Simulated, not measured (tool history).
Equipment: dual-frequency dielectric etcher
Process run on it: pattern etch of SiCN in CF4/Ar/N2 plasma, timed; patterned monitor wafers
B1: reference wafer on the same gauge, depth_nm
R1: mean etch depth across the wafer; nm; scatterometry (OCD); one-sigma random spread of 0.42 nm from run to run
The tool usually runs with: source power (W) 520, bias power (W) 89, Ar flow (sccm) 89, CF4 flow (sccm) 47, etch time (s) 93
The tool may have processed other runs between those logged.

{"run": 1, "hour": 0.0, "source power (W)": 520, "bias power (W)": 89, "Ar flow (sccm)": 89, "CF4 flow (sccm)": 47, "etch time (s)": 73, "B1": 83.3, "R1": 70.4}
{"run": 2, "hour": 27.8, "source power (W)": 520, "bias power (W)": 89, "Ar flow (sccm)": 89, "CF4 flow (sccm)": 47, "etch time (s)": 93, "B1": 83.3, "R1": 89.1}
{"run": 3, "hour": 52.1, "source power (W)": 520, "bias power (W)": 89, "Ar flow (sccm)": 89, "CF4 flow (sccm)": 47, "etch time (s)": 107.5, "B1": 83.2, "R1": 102.9}
{"run": 4, "hour": 114.5, "source power (W)": 520, "bias power (W)": 89, "Ar flow (sccm)": 89, "CF4 flow (sccm)": 47, "etch time (s)": 107.5, "B1": 83.3, "R1": 102.9}
{"run": 5, "hour": 181.5, "source power (W)": 520, "bias power (W)": 89, "Ar flow (sccm)": 89, "CF4 flow (sccm)": 47, "etch time (s)": 107.5, "B1": 83.2, "R1": 102.3}
{"run": 6, "hour": 232.1, "source power (W)": 520, "bias power (W)": 89, "Ar flow (sccm)": 89, "CF4 flow (sccm)": 47, "etch time (s)": 93, "B1": 83.2, "R1": 88.3}
{"hour": 275.7, "done": "gauge calibrated"}
{"hour": 285.5, "done": "upper electrode replaced"}
{"run": 7, "hour": 286.0, "source power (W)": 520, "bias power (W)": 89, "Ar flow (sccm)": 89, "CF4 flow (sccm)": 47, "etch time (s)": 93, "B1": 83.3, "R1": 87.4}
{"hour": 305.4, "done": "bias power generator calibrated"}
{"hour": 311.0, "done": "wet clean of the chamber"}
{"hour": 320.1, "done": "Ar flow controller replaced"}
{"run": 8, "hour": 329.5, "source power (W)": 520, "bias power (W)": 89, "Ar flow (sccm)": 89, "CF4 flow (sccm)": 47, "etch time (s)": 93, "B1": 83.2, "R1": 90.7}
{"run": 9, "hour": 364.9, "source power (W)": 590, "bias power (W)": 89, "Ar flow (sccm)": 89, "CF4 flow (sccm)": 47, "etch time (s)": 72.5, "B1": 83.2, "R1": 80.1}
{"hour": 417.1, "done": "CF4 flow controller replaced"}
{"run": 10, "hour": 417.6, "source power (W)": 520, "bias power (W)": 89, "Ar flow (sccm)": 89, "CF4 flow (sccm)": 47, "etch time (s)": 93, "B1": 83.2, "R1": 89.4}
{"run": 11, "hour": 469.8, "source power (W)": 520, "bias power (W)": 89, "Ar flow (sccm)": 89, "CF4 flow (sccm)": 47, "etch time (s)": 110, "B1": 83.2, "R1": 105.8}
{"run": 12, "hour": 518.6, "source power (W)": 520, "bias power (W)": 80, "Ar flow (sccm)": 89, "CF4 flow (sccm)": 54, "etch time (s)": 73.5, "B1": 83.2, "R1": 70}
{"run": 13, "hour": 547.3, "source power (W)": 600, "bias power (W)": 109, "Ar flow (sccm)": 71, "CF4 flow (sccm)": 56, "etch time (s)": 93, "B1": 83.3, "R1": 116.7}
{"hour": 626.9, "done": "source power generator calibrated"}
{"run": 14, "hour": 691.4, "source power (W)": 520, "bias power (W)": 89, "Ar flow (sccm)": 89, "CF4 flow (sccm)": 47, "etch time (s)": 93, "B1": 83.3, "R1": 87.8}
{"run": 15, "hour": 722.1, "source power (W)": 520, "bias power (W)": 106, "Ar flow (sccm)": 89, "CF4 flow (sccm)": 50, "etch time (s)": 93, "B1": 83.2, "R1": 92.1}
{"hour": 762.3, "done": "wet clean of the chamber"}
{"run": 16, "hour": 762.8, "source power (W)": 520, "bias power (W)": 89, "Ar flow (sccm)": 96, "CF4 flow (sccm)": 50, "etch time (s)": 93, "B1": 83.2, "R1": 90.3}
{"run": 17, "hour": 783.8, "source power (W)": 520, "bias power (W)": 89, "Ar flow (sccm)": 89, "CF4 flow (sccm)": 47, "etch time (s)": 93, "B1": 83.3, "R1": 90}
{"run": 18, "hour": 842.5, "source power (W)": 520, "bias power (W)": 111, "Ar flow (sccm)": 73, "CF4 flow (sccm)": 50, "etch time (s)": 93, "B1": 83.2, "R1": 100.2}

What was the tool's hidden state at every run in the log?
source power that arrives over what is set, %: 0 at every run
bias power that arrives over what is set, %: 0 at every run
Ar flow that arrives over what is set, %: 0 at every run
CF4 flow that arrives over what is set, %: 0 at every run
gauge reads high (%): 0 at every run
H1: etch rate over this chamber's usual, %
run=1 H1=-0.593
run=2 H1=-0.816
run=3 H1=-1.01
run=4 H1=-1.51
run=5 H1=-2.05
run=6 H1=-2.45
run=7 H1=-2.88
run=8 H1=-0.0868
run=9 H1=-0.37
run=10 H1=-0.792
run=11 H1=-1.21
run=12 H1=-1.6
run=13 H1=-1.83
run=14 H1=-2.98
run=15 H1=-3.23
run=16 H1=0.497
run=17 H1=0.329
run=18 H1=-0.141
